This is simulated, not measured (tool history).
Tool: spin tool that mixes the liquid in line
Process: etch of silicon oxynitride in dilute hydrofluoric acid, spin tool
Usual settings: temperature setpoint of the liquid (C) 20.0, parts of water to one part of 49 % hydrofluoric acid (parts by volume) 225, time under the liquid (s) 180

| run | day | temperature setpoint of the liquid (C) | parts of water to one part of 49 % hydrofluoric acid (parts by volume) | time under the liquid (s) | read-back film thickness of the silicon oxynitride reference wafer, read on the same gauge (nm) | thickness taken off the silicon oxynitride on a monitor wafer (Å) |
|---|---|---|---|---|---|---|
| 1 | 0.000 | 20.0 | 160 | 110 | 110.017 | 26.11 |
| 2 | 2.917 | 20.0 | 160 | 110 | 110.033 | 26.22 |
| 3 | 4.871 | 23.0 | 225 | 180 | 110.019 | 33.81 |
| 4 | 6.300 | 20.0 | 225 | 180 | 110.002 | 29.23 |
|  | 7.367 | hydrofluoric acid flow meter replaced |
| 5 | 9.067 | 20.0 | 225 | 180 | 109.956 | 26.52 |
| 6 | 10.421 | 20.0 | 225 | 180 | 110.018 | 26.30 |
| 7 | 17.704 | 20.0 | 225 | 180 | 109.990 | 26.68 |
| 8 | 19.542 | 20.0 | 225 | 150 | 109.946 | 22.26 |
| 9 | 21.625 | 20.0 | 225 | 150 | 109.962 | 22.95 |
| 10 | 23.362 | 17.5 | 225 | 180 | 110.023 | 24.40 |
| 11 | 25.854 | 20.0 | 225 | 180 | 110.020 | 27.65 |
| 12 | 27.621 | 20.0 | 225 | 180 | 110.007 | 27.52 |
| 13 | 28.729 | 20.0 | 225 | 180 | 110.031 | 27.50 |
| 14 | 31.012 | 20.0 | 180 | 180 | 109.933 | 35.48 |
|  | 32.492 | thermometer replaced |
| 15 | 32.679 | 23.5 | 255 | 255 | 109.993 | 44.35 |
|  | 33.250 | gauge calibrated |
|  | 34.500 | hydrofluoric acid flow meter replaced |
| 16 | 35.267 | 20.0 | 225 | 180 | 110.025 | 27.76 |
| 17 | 37.371 | 20.0 | 225 | 150 | 110.022 | 23.70 |
| 18 | 38.671 | 25.0 | 300 | 85 | 110.009 | 11.78 |
| 19 | 40.054 | 17.0 | 260 | 180 | 109.999 | 20.79 |
| 20 | 42.438 | 20.0 | 225 | 180 | 110.022 | 28.17 |
| 21 | 44.996 | 17.0 | 225 | 180 | 110.009 | 25.74 |
| 22 | 46.200 | 18.0 | 320 | 230 | 110.007 | 22.84 |
| 23 | 47.875 | 20.0 | 165 | 105 | 110.024 | 24.35 |
| 24 | 49.167 | 20.0 | 225 | 180 | 110.017 | 28.87 |
| 25 | 51.721 | 22.0 | 185 | 105 | 109.992 | 23.13 |
| 26 | 53.542 | 18.5 | 190 | 180 | 109.993 | 33.99 |
| 27 | 55.679 | 20.0 | 160 | 110 | 110.068 | 26.45 |
| 28 | 57.346 | 22.5 | 135 | 180 | 109.999 | 59.86 |
| 29 | 59.062 | 22.0 | 225 | 180 | 110.000 | 32.79 |

The next listed run, before its measurement:
|  | 61.217 | hydrofluoric acid flow meter replaced |
| 30 | 61.696 | 20.0 | 180 | 75 | ? | ? |

{"run 30": {"read-back film thickness of the silicon oxynitride reference wafer, read on the same gauge (nm)": 110.04, "thickness taken off the silicon oxynitride on a monitor wafer (Å)": 15.31}}
Without the tool's hidden state the same run would have given thickness taken off the silicon oxynitride on a monitor wafer (Å) 15.56.
